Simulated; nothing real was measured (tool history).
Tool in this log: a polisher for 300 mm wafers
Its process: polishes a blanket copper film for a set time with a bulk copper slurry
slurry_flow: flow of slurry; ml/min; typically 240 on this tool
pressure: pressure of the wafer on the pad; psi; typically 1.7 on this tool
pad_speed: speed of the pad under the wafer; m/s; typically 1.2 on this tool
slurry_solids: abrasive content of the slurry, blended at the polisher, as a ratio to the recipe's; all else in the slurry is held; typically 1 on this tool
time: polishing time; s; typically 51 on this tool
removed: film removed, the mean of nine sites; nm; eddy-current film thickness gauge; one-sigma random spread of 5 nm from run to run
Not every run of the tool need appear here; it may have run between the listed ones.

run	hour	slurry_flow	pressure	pad_speed	slurry_solids	time	wafers since the last listed run	wafers polished on this pad	hours since the slurry nozzle was cleaned	hours since the head pressure was calibrated	hours since the slurry blender was calibrated	incoming thickness of the incoming film, nm	removed
1	0	240	1.7	1.2	1	51	0	2378	464.3	86	72.1	2695.5	357.7
2	32.5	240	1.7	1.2	1	51	231	2609	496.8	118.5	104.6	2713.1	351.4
3	94.5	240	1.7	1.2	1	51	440	3050	558.8	180.5	166.6	2747.1	364.3
4	141.6	240	1.7	1.2	1	51	334	3385	605.9	227.6	213.7	2694.5	361.9
# hour 174.3: slurry nozzle cleaned
5	178.5	240	1.7	1.2	1	51	255	3640	4.2	264.5	250.6	2684.9	366.2
# hour 208: worn pad replaced by a new one
6	287.9	240	1.7	1.2	1	51	749	568	113.6	373.9	360	2678.5	363.8
7	312.1	240	1.7	1.2	1	41	172	740	137.8	398.1	384.2	2711.4	295.7
# hour 350.7: head pressure recalibrated
8	369.5	240	1.7	1.2	1	41	393	1134	195.2	18.8	441.6	2657.5	266.8
9	416.6	240	1.7	1.2	1	41	334	1468	242.3	65.9	488.7	2671.8	262.8
# hour 448.5: slurry blender recalibrated
10	467	240	1.7	1.2	1	51	344	1813	292.7	116.3	18.5	2733.5	353.3
11	617.3	320	1.7	1.48	1	34	1068	2881	443	266.6	168.8	2722.3	309.7
# hour 633.4: worn pad replaced by a new one
12	670.6	240	1.7	1.2	1	51	350	264	496.3	319.9	222.1	2668.1	370.8
13	727.1	240	1.7	1.2	1	51	401	666	552.8	376.4	278.6	2653	366.4
14	781.2	240	1.2	1.2	1	51	384	1051	606.9	430.5	332.7	2725.9	262.7
# hour 785.5: head pressure recalibrated
15	853.1	240	1.7	1.2	1	51	496	1547	678.8	67.6	404.6	2692.6	338.7
16	900.1	240	1.7	1.2	1	51	334	1882	725.8	114.6	451.6	2702.1	342.1
# hour 907.6: slurry nozzle cleaned
# hour 935.1: slurry blender recalibrated
17	937.1	170	1.7	1.2	1	51	241	2123	29.5	151.6	2	2731.9	358.1

Estimate the outcome of run 18 from the log above:
18	993.2	315	1.3	1.2	1.1	62	398	2522	85.6	207.7	58.1	2686.4	?

Run 18 came out at removed 367.5 nm.
If the tool had no hidden condition, the same run with the same run-to-run variation would have returned removed 347.7 nm.
